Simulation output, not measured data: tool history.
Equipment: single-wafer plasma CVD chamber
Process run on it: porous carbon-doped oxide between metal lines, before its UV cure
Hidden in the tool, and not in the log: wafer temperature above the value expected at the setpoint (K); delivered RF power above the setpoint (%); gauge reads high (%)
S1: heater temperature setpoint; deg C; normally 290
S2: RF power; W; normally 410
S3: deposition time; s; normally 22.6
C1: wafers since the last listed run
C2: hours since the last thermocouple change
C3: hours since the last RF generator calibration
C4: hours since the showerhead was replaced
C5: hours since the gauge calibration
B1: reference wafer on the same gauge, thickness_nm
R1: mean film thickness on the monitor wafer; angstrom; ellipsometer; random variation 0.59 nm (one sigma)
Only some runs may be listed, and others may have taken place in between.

Run 1, hour 0.0: usual settings; C1 0; C2 1726.0; C3 540.9; C4 4454.4; C5 311.2; B1 133.945. Result: R1 1214.08 angstrom.
Run 2, hour 53.6: usual settings; C1 1490; C2 1779.6; C3 594.5; C4 4508.0; C5 364.8; B1 134.072. Result: R1 1214.06 angstrom.
Run 3, hour 121.4: usual settings; C1 1885; C2 1847.4; C3 662.3; C4 4575.8; C5 432.6; B1 133.933. Result: R1 1211.30 angstrom.
Run 4, hour 151.5: usual settings; C1 837; C2 1877.5; C3 692.4; C4 4605.9; C5 462.7; B1 134.019. Result: R1 1213.20 angstrom.
At hour 170.9: RF generator calibrated.
Run 5, hour 214.6: usual settings but S2 465 W; C1 1532; C2 1940.6; C3 43.7; C4 4669.0; C5 525.8; B1 133.997. Result: R1 1395.90 angstrom.
Run 6, hour 286.6: usual settings but S2 465 W; C1 2002; C2 2012.6; C3 115.7; C4 4741.0; C5 597.8; B1 134.024. Result: R1 1398.27 angstrom.
Run 7, hour 349.0: usual settings but S2 465 W; C1 1735; C2 2075.0; C3 178.1; C4 4803.4; C5 660.2; B1 134.031. Result: R1 1390.80 angstrom.
Run 8, hour 399.8: usual settings but S1 297 deg C; C1 1412; C2 2125.8; C3 228.9; C4 4854.2; C5 711.0; B1 133.953. Result: R1 1190.75 angstrom.
At hour 408.0: gauge calibrated.
Run 9, hour 454.6: usual settings but S1 297 deg C; C1 1524; C2 2180.6; C3 283.7; C4 4909.0; C5 46.6; B1 133.994. Result: R1 1179.33 angstrom.
Run 10, hour 481.6: usual settings but S1 297 deg C; C1 750; C2 2207.6; C3 310.7; C4 4936.0; C5 73.6; B1 134.068. Result: R1 1175.30 angstrom.
At hour 514.2: thermocouple changed; heater temperature recalibrated.
Run 11, hour 519.4: usual settings but S1 277 deg C; C1 828; C2 5.2; C3 348.5; C4 4973.8; C5 111.4; B1 133.924. Result: R1 1330.07 angstrom.
At hour 695.4: showerhead replaced.
Run 12, hour 706.4: usual settings but S1 304 deg C, S2 475 W, S3 20.0 s; C1 4978; C2 192.2; C3 535.5; C4 11.0; C5 298.4; B1 133.908. Result: R1 1143.30 angstrom.
Run 13, hour 767.3: usual settings but S1 285 deg C, S2 490 W, S3 20.4 s; C1 1693; C2 253.1; C3 596.4; C4 71.9; C5 359.3; B1 134.033. Result: R1 1342.27 angstrom.
Run 14, hour 830.4: usual settings; C1 1755; C2 316.2; C3 659.5; C4 135.0; C5 422.4; B1 133.854. Result: R1 1210.16 angstrom.
Run 15, hour 872.7: usual settings but S2 445 W; C1 1176; C2 358.5; C3 701.8; C4 177.3; C5 464.7; B1 133.989. Result: R1 1316.24 angstrom.
At hour 907.1: RF generator calibrated.
Run 16, hour 919.9: usual settings but S1 305 deg C, S3 19.8 s; C1 1090; C2 405.7; C3 12.8; C4 224.5; C5 511.9; B1 133.975. Result: R1 1008.82 angstrom.
Run 17, hour 987.4: usual settings; C1 1877; C2 473.2; C3 80.3; C4 292.0; C5 579.4; B1 134.031. Result: R1 1251.29 angstrom.
Run 18, hour 1015.8: usual settings but S2 475 W; C1 789; C2 501.6; C3 108.7; C4 320.4; C5 607.8; B1 133.956. Result: R1 1418.82 angstrom.
Run 19, hour 1072.3: usual settings; C1 1571; C2 558.1; C3 165.2; C4 376.9; C5 664.3; B1 133.998. Result: R1 1238.53 angstrom.
Run 20, hour 1139.4: usual settings but S2 340 W; C1 1866; C2 625.2; C3 232.3; C4 444.0; C5 731.4; B1 133.997. Result: R1 1019.47 angstrom.

Consider 5 possible next runs. They are alternatives, not a sequence: every one starts from the tool as it was left by run 20. What does each give?
Run A, hour 1139.8: usual settings but S2 380 W; C1 11; C2 625.6; C3 232.7; C4 444.4; C5 731.8; B1 ?. Result: R1 ?.
Run B, hour 1139.8: usual settings but S1 299 deg C, S2 380 W; C1 11; C2 625.6; C3 232.7; C4 444.4; C5 731.8; B1 ?. Result: R1 ?.
Run C, hour 1139.8: usual settings but S1 298 deg C, S2 340 W, S3 25.3 s; C1 11; C2 625.6; C3 232.7; C4 444.4; C5 731.8; B1 ?. Result: R1 ?.
Run D, hour 1139.8: usual settings but S1 281 deg C, S3 25.0 s; C1 11; C2 625.6; C3 232.7; C4 444.4; C5 731.8; B1 ?. Result: R1 ?.
Run E, hour 1139.8: usual settings but S1 283 deg C, S2 470 W; C1 11; C2 625.6; C3 232.7; C4 444.4; C5 731.8; B1 ?. Result: R1 ?.

run       B1       R1
  A  134.119  1143.94
  B  134.119  1084.03
  C  134.119  1084.77
  D  134.119  1439.52
  E  134.119  1462.74
Take away the tool's hidden state, keep each run's random variation, and the runs would have read:
run       R1
  A  1176.10
  B  1114.51
  C  1115.27
  D  1478.62
  E  1497.22

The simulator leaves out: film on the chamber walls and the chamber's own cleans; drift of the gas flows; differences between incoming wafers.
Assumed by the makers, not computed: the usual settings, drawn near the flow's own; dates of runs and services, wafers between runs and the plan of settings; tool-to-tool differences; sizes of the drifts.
